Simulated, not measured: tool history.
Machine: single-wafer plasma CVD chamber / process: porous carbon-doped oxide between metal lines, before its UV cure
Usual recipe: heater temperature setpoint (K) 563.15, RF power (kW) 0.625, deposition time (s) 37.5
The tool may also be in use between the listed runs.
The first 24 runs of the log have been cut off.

run	hour	heater temperature setpoint (K)	RF power (kW)	deposition time (s)	read-back reference wafer on the same gauge, thickness_nm	mean film thickness on the monitor wafer (nm)
25	1832.7	563.15	0.710	37.5	277.939	266.202
26	1899.3	555.15	0.625	35.5	278.278	247.494
# hour 2006.2: thermocouple changed; heater temperature recalibrated
# hour 2115.1: RF generator calibrated
27	2132.2	563.15	0.625	37.5	277.899	257.127
28	2229.3	570.15	0.625	37.5	277.768	242.247
29	2301.4	563.15	0.660	37.5	278.082	258.107
30	2364.2	550.15	0.695	40.0	277.841	304.607
31	2451.7	550.15	0.730	37.5	278.013	291.035
32	2589.7	569.15	0.625	41.2	278.347	266.326
33	2665.1	563.15	0.625	37.5	277.790	250.108

5 ways to go on from here, each from the tool as it stands after run 33. What would each give?
A	2665.5	563.15	0.625	37.5	?	?
B	2665.5	563.15	0.685	44.0	?	?
C	2665.5	574.15	0.540	37.5	?	?
D	2665.5	552.15	0.710	30.2	?	?
E	2665.5	548.15	0.525	34.2	?	?

run	read-back reference wafer on the same gauge, thickness_nm	mean film thickness on the monitor wafer (nm)
A	278.070	252.841
B	278.070	308.442
C	278.070	223.647
D	278.070	230.915
E	278.070	232.104
What these runs would have given with no unlogged condition in the tool:
run	mean film thickness on the monitor wafer (nm)
A	257.322
B	313.825
C	227.611
D	234.944
E	236.279
